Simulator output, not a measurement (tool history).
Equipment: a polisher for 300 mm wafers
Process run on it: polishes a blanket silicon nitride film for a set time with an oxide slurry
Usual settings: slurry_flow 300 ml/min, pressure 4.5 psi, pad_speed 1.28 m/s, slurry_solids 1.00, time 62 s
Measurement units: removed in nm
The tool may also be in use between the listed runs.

run,day,slurry_flow,pressure,pad_speed,slurry_solids,time,wafers since the last listed run,wafers polished on this pad,hours since the slurry nozzle was cleaned,hours since the head pressure was calibrated,hours since the slurry blender was calibrated,hours since the conditioning disc was replaced,"incoming thickness of the incoming film, nm",removed
1,0.000,300,4.5,1.28,1.00,62,0,461,574.7,1308.6,289.3,343.6,362.5,50.7
2,0.421,300,4.5,1.28,1.00,62,112,574,584.8,1318.7,299.4,353.7,353.6,49.3
# day 0.846: worn pad replaced by a new one
3,1.133,300,4.5,1.28,1.00,62,146,77,601.9,1335.8,316.5,370.8,358.1,52.9
4,1.404,300,4.5,1.28,1.00,62,72,150,608.4,1342.3,323.0,377.3,355.5,52.5
5,1.746,300,4.5,1.28,1.00,62,91,242,616.6,1350.5,331.2,385.5,357.4,51.7
6,2.175,300,4.5,1.28,1.00,62,115,357,626.9,1360.8,341.5,395.8,359.3,52.5
7,2.717,300,4.5,1.28,1.00,62,145,502,639.9,1373.8,354.5,408.8,357.5,50.4
# day 3.083: worn pad replaced by a new one
8,3.104,300,4.5,1.28,1.00,62,59,6,649.2,1383.1,363.8,418.1,359.9,52.7
9,3.258,300,4.5,1.28,1.00,62,41,47,652.9,1386.8,367.5,421.8,362.4,52.9
10,3.600,300,4.5,1.28,1.00,62,91,139,661.1,1395.0,375.7,430.0,360.2,53.0
11,4.267,300,3.0,1.28,1.00,73,178,318,677.1,1411.0,391.7,446.0,360.4,40.5
# day 4.921: head pressure recalibrated
12,4.942,300,4.5,1.28,1.00,62,158,477,693.3,0.5,407.9,462.2,365.5,50.6
# day 5.404: worn pad replaced by a new one
# day 6.029: slurry nozzle cleaned
# day 6.462: slurry blender recalibrated
13,6.817,300,6.0,1.28,1.20,48,425,345,18.9,45.5,8.5,507.2,363.1,58.0
14,7.121,300,4.5,1.28,1.00,71,81,426,26.2,52.8,15.8,514.5,357.4,59.2
# day 7.667: worn pad replaced by a new one
15,7.692,300,4.5,1.28,0.85,62,108,6,39.9,66.5,29.5,528.2,364.0,49.0
# day 7.917: conditioning disc replaced and pad reconditioned
16,8.362,210,4.5,0.90,0.90,62,157,164,56.0,82.6,45.6,10.7,359.5,35.9
17,8.671,300,4.5,1.10,1.00,62,82,247,63.4,90.0,53.0,18.1,359.7,45.6
18,9.375,390,4.1,1.28,1.00,41,189,436,80.3,106.9,69.9,35.0,356.3,31.2
19,10.017,300,4.5,1.28,1.00,62,172,608,95.7,122.3,85.3,50.4,365.3,49.7
# day 10.300: worn pad replaced by a new one
20,10.721,300,4.0,1.28,0.80,62,144,113,112.6,139.2,102.2,67.3,355.0,41.1

4 ways to go on from here, each from the tool as it stands after run 20. What would each give?
A,10.738,345,4.5,1.28,1.00,62,4,117,113.0,139.6,102.6,67.7,359.5,?
B,10.738,345,4.5,1.28,1.00,76,4,117,113.0,139.6,102.6,67.7,359.5,?
C,10.738,245,4.5,0.94,1.00,62,4,117,113.0,139.6,102.6,67.7,359.5,?
D,10.738,215,4.5,1.60,1.20,43,4,117,113.0,139.6,102.6,67.7,359.5,?

run,removed
A,52.6
B,64.5
C,40.1
D,46.0
With the hidden condition removed and each run's random variation left untouched, the same runs would have given:
run,removed
A,53.9
B,66.1
C,41.1
D,47.2

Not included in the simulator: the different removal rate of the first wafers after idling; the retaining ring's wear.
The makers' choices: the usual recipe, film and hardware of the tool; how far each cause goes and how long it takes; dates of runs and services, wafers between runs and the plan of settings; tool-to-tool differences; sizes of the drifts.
